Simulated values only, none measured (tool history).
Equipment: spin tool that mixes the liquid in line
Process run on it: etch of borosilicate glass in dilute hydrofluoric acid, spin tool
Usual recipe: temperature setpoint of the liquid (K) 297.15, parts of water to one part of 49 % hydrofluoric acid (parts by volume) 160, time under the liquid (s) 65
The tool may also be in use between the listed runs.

| run | hour | temperature setpoint of the liquid (K) | parts of water to one part of 49 % hydrofluoric acid (parts by volume) | time under the liquid (s) | read-back film thickness of the borosilicate glass reference wafer, read on the same gauge (nm) | thickness taken off the borosilicate glass on a monitor wafer (nm) |
|---|---|---|---|---|---|---|
| 1 | 0.0 | 301.15 | 160 | 95 | 140.02 | 18.12 |
| 2 | 18.8 | 301.15 | 160 | 95 | 140.02 | 18.31 |
| 3 | 33.8 | 301.15 | 160 | 95 | 140.00 | 18.18 |
| 4 | 56.5 | 297.15 | 160 | 65 | 140.02 | 10.72 |
| 5 | 73.4 | 297.15 | 160 | 65 | 139.98 | 10.68 |
| 6 | 104.9 | 297.15 | 160 | 65 | 140.02 | 10.61 |
| 7 | 138.0 | 297.15 | 160 | 65 | 139.98 | 10.82 |
| 8 | 152.6 | 297.15 | 160 | 65 | 140.05 | 10.59 |
| 9 | 187.8 | 297.15 | 160 | 65 | 140.02 | 10.61 |
|  | 188.8 | thermometer replaced |
|  | 197.5 | gauge calibrated |
| 10 | 204.8 | 297.15 | 160 | 65 | 139.98 | 11.64 |
| 11 | 228.2 | 297.15 | 160 | 65 | 140.03 | 11.50 |
|  | 230.1 | hydrofluoric acid flow meter replaced |
| 12 | 257.9 | 297.15 | 160 | 65 | 140.01 | 11.52 |
| 13 | 283.2 | 297.15 | 220 | 65 | 140.01 | 7.83 |
| 14 | 299.6 | 297.15 | 160 | 65 | 139.99 | 11.47 |
| 15 | 331.3 | 297.15 | 160 | 65 | 139.99 | 11.38 |
| 16 | 350.2 | 297.15 | 190 | 65 | 140.02 | 9.34 |
| 17 | 365.8 | 297.15 | 160 | 30 | 140.00 | 5.31 |
| 18 | 400.3 | 299.65 | 90 | 100 | 139.96 | 37.41 |
| 19 | 428.4 | 300.15 | 160 | 65 | 140.01 | 12.75 |
| 20 | 451.9 | 300.65 | 160 | 75 | 139.99 | 15.05 |
| 21 | 477.6 | 297.15 | 135 | 100 | 139.99 | 21.34 |
| 22 | 507.5 | 294.65 | 160 | 40 | 140.02 | 6.37 |
| 23 | 530.1 | 293.15 | 115 | 75 | 140.04 | 16.15 |
| 24 | 558.0 | 297.15 | 160 | 65 | 139.98 | 11.45 |
| 25 | 582.6 | 297.15 | 160 | 65 | 139.97 | 11.33 |

Below are 5 alternative next runs, each starting from the tool's condition after run 25. Predict each:
| A | 583.0 | 294.15 | 160 | 65 | ? | ? |
| B | 583.0 | 297.15 | 200 | 100 | ? | ? |
| C | 583.0 | 298.65 | 95 | 95 | ? | ? |
| D | 583.0 | 294.65 | 215 | 75 | ? | ? |
| E | 583.0 | 297.15 | 100 | 100 | ? | ? |

| run | read-back film thickness of the borosilicate glass reference wafer, read on the same gauge (nm) | thickness taken off the borosilicate glass on a monitor wafer (nm) |
|---|---|---|
| A | 140.02 | 10.05 |
| B | 140.02 | 13.32 |
| C | 140.02 | 31.82 |
| D | 140.02 | 8.33 |
| E | 140.02 | 29.79 |
What these runs would have given with no unlogged condition in the tool:
| run | thickness taken off the borosilicate glass on a monitor wafer (nm) |
|---|---|
| A | 10.50 |
| B | 13.89 |
| C | 33.26 |
| D | 8.69 |
| E | 31.15 |
